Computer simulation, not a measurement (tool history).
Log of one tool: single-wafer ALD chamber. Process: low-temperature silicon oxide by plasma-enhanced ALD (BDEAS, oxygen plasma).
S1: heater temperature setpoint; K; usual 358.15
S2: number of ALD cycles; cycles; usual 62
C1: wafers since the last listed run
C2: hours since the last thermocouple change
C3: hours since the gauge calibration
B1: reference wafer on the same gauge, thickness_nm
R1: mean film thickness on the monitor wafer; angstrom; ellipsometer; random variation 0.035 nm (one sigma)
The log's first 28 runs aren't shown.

Run 29, hour 734.0: usual settings; C1 89; C2 410.4; C3 820.3; B1 9.233. Result: R1 97.45 angstrom.
Run 30, hour 746.2: usual settings but S1 350.15 K; C1 41; C2 422.6; C3 832.5; B1 9.233. Result: R1 100.12 angstrom.
Run 31, hour 762.1: usual settings but S1 362.15 K, S2 54 cycles; C1 54; C2 438.5; C3 848.4; B1 9.239. Result: R1 83.49 angstrom.
At hour 785.0: gauge calibrated.
Run 32, hour 794.6: usual settings but S1 368.15 K, S2 53 cycles; C1 111; C2 471.0; C3 9.6; B1 9.234. Result: R1 80.29 angstrom.
Run 33, hour 826.7: usual settings but S1 368.15 K, S2 68 cycles; C1 110; C2 503.1; C3 41.7; B1 9.240. Result: R1 102.67 angstrom.
Run 34, hour 850.6: usual settings but S1 353.15 K, S2 56 cycles; C1 82; C2 527.0; C3 65.6; B1 9.255. Result: R1 89.63 angstrom.
Run 35, hour 883.8: usual settings but S1 345.15 K, S2 55 cycles; C1 114; C2 560.2; C3 98.8; B1 9.247. Result: R1 90.89 angstrom.
Run 36, hour 897.3: usual settings but S1 366.15 K, S2 50 cycles; C1 46; C2 573.7; C3 112.3; B1 9.245. Result: R1 75.91 angstrom.
Run 37, hour 930.5: usual settings but S1 363.15 K, S2 53 cycles; C1 114; C2 606.9; C3 145.5; B1 9.233. Result: R1 81.58 angstrom.
Run 38, hour 993.3: usual settings but S1 373.15 K, S2 66 cycles; C1 216; C2 669.7; C3 208.3; B1 9.241. Result: R1 98.69 angstrom.

Forecast run 39:
Run 39, hour 1025.1: usual settings; C1 109; C2 701.5; C3 240.1; B1 ?. Result: R1 ?.

Run 39 gave B1 9.238, R1 98.37 angstrom.
Without the tool's hidden state the same run would have given R1 98.37 angstrom.
